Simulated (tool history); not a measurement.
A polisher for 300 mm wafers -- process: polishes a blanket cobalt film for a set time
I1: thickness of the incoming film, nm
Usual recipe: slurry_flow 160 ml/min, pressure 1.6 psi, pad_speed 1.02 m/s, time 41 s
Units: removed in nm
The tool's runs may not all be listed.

Run 1, hour 0.0: usual settings; I1 843.4. Result: removed 157.7 nm.
Run 2, hour 84.5: usual settings; I1 818.1. Result: removed 154.4 nm.
Run 3, hour 191.4: usual settings; I1 830.9. Result: removed 144.8 nm.
At hour 193.4: slurry nozzle cleaned.
At hour 241.1: worn pad replaced by a new one.
Run 4, hour 255.9: usual settings; I1 821.6. Result: removed 159.3 nm.
Run 5, hour 341.4: usual settings but time 49 s; I1 840.0. Result: removed 190.1 nm.
Run 6, hour 449.1: usual settings but time 49 s; I1 833.7. Result: removed 178.0 nm.
At hour 513.8: head pressure recalibrated.
Run 7, hour 527.4: usual settings but time 49 s; I1 820.6. Result: removed 168.3 nm.
At hour 537.8: worn pad replaced by a new one.
Run 8, hour 621.5: usual settings; I1 830.3. Result: removed 155.9 nm.
Run 9, hour 707.5: usual settings but slurry_flow 110 ml/min, pressure 1.3 psi, pad_speed 0.66 m/s, time 46 s; I1 834.8. Result: removed 94.7 nm.
At hour 750.7: slurry nozzle cleaned.
Run 10, hour 751.2: usual settings; I1 842.7. Result: removed 147.2 nm.
At hour 842.9: worn pad replaced by a new one.
Run 11, hour 1051.8: usual settings but slurry_flow 180 ml/min; I1 832.3. Result: removed 150.8 nm.
Run 12, hour 1107.3: usual settings; I1 838.7. Result: removed 146.5 nm.
At hour 1111.9: worn pad replaced by a new one.
Run 13, hour 1179.9: usual settings but pad_speed 0.82 m/s; I1 827.4. Result: removed 134.0 nm.
At hour 1251.7: head pressure recalibrated.
Run 14, hour 1260.7: usual settings but slurry_flow 110 ml/min, time 27 s; I1 825.5. Result: removed 95.5 nm.
At hour 1314.8: slurry nozzle cleaned.
Run 15, hour 1345.5: usual settings but slurry_flow 125 ml/min, pressure 1.3 psi, pad_speed 1.18 m/s, time 49 s; I1 830.0. Result: removed 155.5 nm.

Forecast run 16:
At hour 1417.0: worn pad replaced by a new one.
Run 16, hour 1440.0: usual settings but slurry_flow 140 ml/min, pressure 1.2 psi; I1 813.5. Result: removed ?.

Run 16 gave removed 120.1 nm.
Had the tool carried no hidden state, the very same run would have given removed 123.6 nm.
